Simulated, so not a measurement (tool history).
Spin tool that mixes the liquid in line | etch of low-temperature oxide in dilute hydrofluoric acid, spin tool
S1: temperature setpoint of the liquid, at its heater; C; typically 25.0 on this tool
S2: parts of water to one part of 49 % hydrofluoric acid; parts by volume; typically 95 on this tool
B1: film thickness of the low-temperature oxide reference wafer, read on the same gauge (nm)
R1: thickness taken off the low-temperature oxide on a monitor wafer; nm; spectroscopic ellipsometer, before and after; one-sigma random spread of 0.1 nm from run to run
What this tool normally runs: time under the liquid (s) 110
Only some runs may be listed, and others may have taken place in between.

{"run": 1, "hour": 0.0, "S1": 25.0, "S2": 60, "time under the liquid (s)": 110, "B1": 69.99, "R1": 20.39}
{"run": 2, "hour": 14.2, "S1": 25.0, "S2": 60, "time under the liquid (s)": 110, "B1": 69.99, "R1": 20.09}
{"run": 3, "hour": 23.8, "S1": 25.0, "S2": 60, "time under the liquid (s)": 110, "B1": 70.03, "R1": 20.03}
{"run": 4, "hour": 35.2, "S1": 25.0, "S2": 95, "time under the liquid (s)": 60, "B1": 70.0, "R1": 6.61}
{"run": 5, "hour": 44.4, "S1": 25.0, "S2": 95, "time under the liquid (s)": 110, "B1": 69.99, "R1": 12.34}
{"run": 6, "hour": 60.0, "S1": 26.5, "S2": 95, "time under the liquid (s)": 110, "B1": 70.02, "R1": 13.12}
{"run": 7, "hour": 71.1, "S1": 26.5, "S2": 95, "time under the liquid (s)": 110, "B1": 69.97, "R1": 12.94}
{"hour": 78.3, "done": "gauge calibrated"}
{"run": 8, "hour": 83.6, "S1": 25.0, "S2": 95, "time under the liquid (s)": 110, "B1": 70.01, "R1": 12.36}
{"run": 9, "hour": 90.7, "S1": 25.0, "S2": 95, "time under the liquid (s)": 110, "B1": 69.99, "R1": 12.37}
{"run": 10, "hour": 102.7, "S1": 25.0, "S2": 55, "time under the liquid (s)": 110, "B1": 69.99, "R1": 22.41}
{"run": 11, "hour": 112.3, "S1": 27.5, "S2": 120, "time under the liquid (s)": 110, "B1": 70.03, "R1": 10.33}
{"hour": 131.0, "done": "thermometer replaced"}
{"run": 12, "hour": 141.9, "S1": 27.5, "S2": 120, "time under the liquid (s)": 110, "B1": 69.99, "R1": 10.41}
{"run": 13, "hour": 148.5, "S1": 27.5, "S2": 120, "time under the liquid (s)": 110, "B1": 70.01, "R1": 10.45}
{"run": 14, "hour": 163.5, "S1": 23.0, "S2": 110, "time under the liquid (s)": 60, "B1": 70.0, "R1": 5.27}
{"run": 15, "hour": 176.2, "S1": 22.0, "S2": 50, "time under the liquid (s)": 80, "B1": 69.98, "R1": 15.9}
{"run": 16, "hour": 211.1, "S1": 29.0, "S2": 95, "time under the liquid (s)": 175, "B1": 69.99, "R1": 23.13}
{"hour": 217.9, "done": "hydrofluoric acid flow meter replaced"}
{"run": 17, "hour": 228.2, "S1": 27.0, "S2": 115, "time under the liquid (s)": 130, "B1": 70.0, "R1": 12.65}
{"run": 18, "hour": 244.5, "S1": 25.0, "S2": 60, "time under the liquid (s)": 110, "B1": 70.0, "R1": 20.51}
{"run": 19, "hour": 259.6, "S1": 20.0, "S2": 60, "time under the liquid (s)": 110, "B1": 70.01, "R1": 16.76}
{"run": 20, "hour": 275.8, "S1": 25.0, "S2": 95, "time under the liquid (s)": 75, "B1": 69.99, "R1": 8.37}
{"hour": 292.1, "done": "gauge calibrated"}
{"run": 21, "hour": 296.3, "S1": 23.5, "S2": 95, "time under the liquid (s)": 65, "B1": 69.99, "R1": 6.87}
{"run": 22, "hour": 312.7, "S1": 29.5, "S2": 95, "time under the liquid (s)": 170, "B1": 70.03, "R1": 22.13}
{"run": 23, "hour": 322.5, "S1": 25.0, "S2": 135, "time under the liquid (s)": 110, "B1": 69.99, "R1": 8.29}
{"run": 24, "hour": 334.4, "S1": 25.0, "S2": 95, "time under the liquid (s)": 110, "B1": 70.03, "R1": 12.19}
{"run": 25, "hour": 351.9, "S1": 23.0, "S2": 95, "time under the liquid (s)": 110, "B1": 70.0, "R1": 11.31}
{"run": 26, "hour": 365.3, "S1": 29.5, "S2": 125, "time under the liquid (s)": 45, "B1": 69.99, "R1": 4.37}
{"run": 27, "hour": 378.7, "S1": 25.0, "S2": 145, "time under the liquid (s)": 110, "B1": 69.99, "R1": 7.54}

Consider 3 possible next runs. They are alternatives, not a sequence: every one starts from the tool as it was left by run 27. What does each give?
{"run": "A", "hour": 379.1, "S1": 29.5, "S2": 95, "time under the liquid (s)": 110, "B1": "?", "R1": "?"}
{"run": "B", "hour": 379.1, "S1": 22.0, "S2": 140, "time under the liquid (s)": 110, "B1": "?", "R1": "?"}
{"run": "C", "hour": 379.1, "S1": 22.0, "S2": 55, "time under the liquid (s)": 145, "B1": "?", "R1": "?"}

run=A B1=70.04 R1=14.71
run=B B1=70.04 R1=7.07
run=C B1=70.04 R1=26.22
Stripped of hidden state, with their random variation kept, the same runs would have yielded:
run=A R1=14.71
run=B R1=7.07
run=C R1=26.22
